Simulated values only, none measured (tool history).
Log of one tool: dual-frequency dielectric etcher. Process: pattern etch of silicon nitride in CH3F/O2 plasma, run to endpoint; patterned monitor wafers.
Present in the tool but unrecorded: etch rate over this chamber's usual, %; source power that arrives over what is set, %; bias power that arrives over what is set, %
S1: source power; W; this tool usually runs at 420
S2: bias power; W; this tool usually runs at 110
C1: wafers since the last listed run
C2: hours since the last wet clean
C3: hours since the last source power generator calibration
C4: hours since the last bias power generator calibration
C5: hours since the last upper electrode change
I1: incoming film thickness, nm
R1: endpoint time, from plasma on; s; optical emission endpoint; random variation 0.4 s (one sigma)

run 1 hour=0 | S1=420 S2=110 | C1=0 C2=485.3 C3=3193.7 C4=3926.6 C5=5247.2 | I1=72 | R1=65.1
run 2 hour=45.5 | S1=420 S2=110 | C1=261 C2=530.8 C3=3239.2 C4=3972.1 C5=5292.7 | I1=72 | R1=65.2
run 3 hour=62.3 | S1=370 S2=118 | C1=96 C2=547.6 C3=3256 C4=3988.9 C5=5309.5 | I1=71.6 | R1=64.2
run 4 hour=75.7 | S1=450 S2=110 | C1=77 C2=561 C3=3269.4 C4=4002.3 C5=5322.9 | I1=72 | R1=63.4
run 5 hour=82 | S1=420 S2=110 | C1=36 C2=567.3 C3=3275.7 C4=4008.6 C5=5329.2 | I1=72 | R1=65.1
run 6 hour=96.5 | S1=420 S2=110 | C1=83 C2=581.8 C3=3290.2 C4=4023.1 C5=5343.7 | I1=72.4 | R1=65.6
-- hour=135.4 wet clean of the chamber
run 7 hour=135.9 | S1=450 S2=96 | C1=88 C2=0.5 C3=3329.6 C4=4062.5 C5=5383.1 | I1=72.8 | R1=66.2
run 8 hour=136.3 | S1=450 S2=96 | C1=2 C2=0.9 C3=3330 C4=4062.9 C5=5383.5 | I1=71.8 | R1=64.8
run 9 hour=137.3 | S1=420 S2=128 | C1=5 C2=1.9 C3=3331 C4=4063.9 C5=5384.5 | I1=71.7 | R1=60.4
run 10 hour=150.1 | S1=450 S2=116 | C1=73 C2=14.7 C3=3343.8 C4=4076.7 C5=5397.3 | I1=72.5 | R1=62.1
run 11 hour=167.2 | S1=450 S2=116 | C1=98 C2=31.8 C3=3360.9 C4=4093.8 C5=5414.4 | I1=72.2 | R1=60.5
run 12 hour=178.8 | S1=450 S2=116 | C1=66 C2=43.4 C3=3372.5 C4=4105.4 C5=5426 | I1=72.6 | R1=62.2
run 13 hour=193.6 | S1=420 S2=110 | C1=85 C2=58.2 C3=3387.3 C4=4120.2 C5=5440.8 | I1=72.8 | R1=64
run 14 hour=210.7 | S1=340 S2=110 | C1=98 C2=75.3 C3=3404.4 C4=4137.3 C5=5457.9 | I1=72.5 | R1=65.9
-- hour=222.1 bias power generator calibrated
-- hour=234.3 source power generator calibrated
-- hour=236 upper electrode replaced, of another model than before
run 15 hour=236.5 | S1=510 S2=137 | C1=92 C2=101.1 C3=2.2 C4=14.4 C5=0.5 | I1=72 | R1=57.2
run 16 hour=256.6 | S1=390 S2=117 | C1=115 C2=121.2 C3=22.3 C4=34.5 C5=20.6 | I1=71.6 | R1=64.6
run 17 hour=264.6 | S1=420 S2=136 | C1=45 C2=129.2 C3=30.3 C4=42.5 C5=28.6 | I1=71.7 | R1=60.9
run 18 hour=272.4 | S1=320 S2=110 | C1=44 C2=137 C3=38.1 C4=50.3 C5=36.4 | I1=72.5 | R1=70
run 19 hour=281.5 | S1=420 S2=110 | C1=52 C2=146.1 C3=47.2 C4=59.4 C5=45.5 | I1=71.1 | R1=63.1
run 20 hour=297.1 | S1=420 S2=110 | C1=89 C2=161.7 C3=62.8 C4=75 C5=61.1 | I1=72.1 | R1=64.4
run 21 hour=305.7 | S1=450 S2=116 | C1=49 C2=170.3 C3=71.4 C4=83.6 C5=69.7 | I1=71.2 | R1=61
run 22 hour=321.6 | S1=350 S2=132 | C1=91 C2=186.2 C3=87.3 C4=99.5 C5=85.6 | I1=72.6 | R1=66.2
run 23 hour=328.8 | S1=520 S2=132 | C1=41 C2=193.4 C3=94.5 C4=106.7 C5=92.8 | I1=71.7 | R1=58.1
run 24 hour=343.8 | S1=500 S2=122 | C1=86 C2=208.4 C3=109.5 C4=121.7 C5=107.8 | I1=72.3 | R1=60.3
run 25 hour=357.1 | S1=420 S2=110 | C1=76 C2=221.7 C3=122.8 C4=135 C5=121.1 | I1=71.2 | R1=64.2
run 26 hour=370.5 | S1=420 S2=110 | C1=77 C2=235.1 C3=136.2 C4=148.4 C5=134.5 | I1=72.1 | R1=64.4

Forecast each of these 3 alternatives for the next run:
run A hour=371 | S1=420 S2=110 | C1=2 C2=235.6 C3=136.7 C4=148.9 C5=135 | I1=72.3 | R1=?
run B hour=371 | S1=500 S2=110 | C1=2 C2=235.6 C3=136.7 C4=148.9 C5=135 | I1=72.3 | R1=?
run C hour=371 | S1=360 S2=110 | C1=2 C2=235.6 C3=136.7 C4=148.9 C5=135 | I1=72.3 | R1=?

run=A R1=64.9
run=B R1=61.5
run=C R1=67.9
Stripped of hidden state, with their random variation kept, the same runs would have yielded:
run=A R1=63.5
run=B R1=60.2
run=C R1=66.4
